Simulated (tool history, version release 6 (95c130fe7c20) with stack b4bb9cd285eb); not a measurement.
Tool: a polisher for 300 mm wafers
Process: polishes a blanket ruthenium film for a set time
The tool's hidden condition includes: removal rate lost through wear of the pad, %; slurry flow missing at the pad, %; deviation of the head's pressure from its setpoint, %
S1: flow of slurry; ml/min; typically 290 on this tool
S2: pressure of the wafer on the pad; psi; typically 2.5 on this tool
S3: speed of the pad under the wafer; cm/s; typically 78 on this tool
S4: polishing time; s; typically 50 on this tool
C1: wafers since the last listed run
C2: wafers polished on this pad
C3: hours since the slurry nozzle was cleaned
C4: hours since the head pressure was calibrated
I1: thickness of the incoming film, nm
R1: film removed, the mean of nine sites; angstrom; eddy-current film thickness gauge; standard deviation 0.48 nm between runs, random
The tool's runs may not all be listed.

| run | day | S1 | S2 | S3 | S4 | C1 | C2 | C3 | C4 | I1 | R1 |
|---|---|---|---|---|---|---|---|---|---|---|---|
| 1 | 0 | 290 | 2.5 | 78 | 50 | 0 | 66 | 219.8 | 127.4 | 306.6 | 616 |
| 2 | 2.967 | 290 | 2.5 | 78 | 50 | 893 | 959 | 291 | 198.6 | 312.4 | 626 |
| 3 | 5.571 | 290 | 2.5 | 66 | 50 | 784 | 1743 | 353.5 | 261.1 | 308.1 | 542 |
|  | 6.833 | worn pad replaced by a new one |
| 4 | 7.1 | 290 | 2.5 | 66 | 50 | 410 | 80 | 390.2 | 297.8 | 313.1 | 544 |
| 5 | 9.225 | 290 | 1.8 | 92 | 50 | 639 | 719 | 441.2 | 348.8 | 307.1 | 573 |
| 6 | 10.454 | 290 | 2.5 | 78 | 50 | 370 | 1090 | 470.7 | 378.3 | 303.4 | 649 |
| 7 | 13.117 | 290 | 2.5 | 78 | 50 | 801 | 1891 | 534.6 | 442.2 | 311.7 | 649 |
|  | 14.125 | worn pad replaced by a new one |
| 8 | 15.788 | 290 | 3.3 | 92 | 37 | 753 | 500 | 598.7 | 506.3 | 307.8 | 754 |
| 9 | 17.275 | 290 | 3.2 | 104 | 61 | 447 | 948 | 634.4 | 542 | 306.3 | 1366 |
|  | 17.833 | head pressure recalibrated |
|  | 18.758 | slurry nozzle cleaned |
| 10 | 19.296 | 320 | 1.7 | 50 | 65 | 570 | 1518 | 12.9 | 35.1 | 310.7 | 364 |
|  | 21.154 | worn pad replaced by a new one |
| 11 | 21.433 | 290 | 2.5 | 78 | 50 | 593 | 84 | 64.2 | 86.4 | 309.9 | 604 |
|  | 27.188 | worn pad replaced by a new one |
| 12 | 28.758 | 290 | 2.5 | 104 | 43 | 2155 | 473 | 240 | 262.2 | 312.4 | 722 |
| 13 | 31.442 | 290 | 2.5 | 78 | 62 | 807 | 1281 | 304.4 | 326.6 | 311.3 | 789 |
| 14 | 32.496 | 290 | 1.7 | 78 | 50 | 317 | 1598 | 329.7 | 351.9 | 304.3 | 455 |
|  | 33.496 | worn pad replaced by a new one |
| 15 | 33.704 | 255 | 3.3 | 62 | 61 | 313 | 62 | 358.7 | 380.9 | 309.5 | 795 |

Below, some changes in R1 between adjacent runs. For each, the amount present without the hidden state too (settings, incoming material, random variation) and the amount remaining for the hidden state with gauge scatter not shared by both compared results:
Run 9 -> 10: S1 290 -> 320, S2 3.2 -> 1.7, S3 104 -> 50, S4 61 -> 65, head pressure recalibrated, slurry nozzle cleaned. R1 -1002 angstrom: hidden state -123, all else -879.
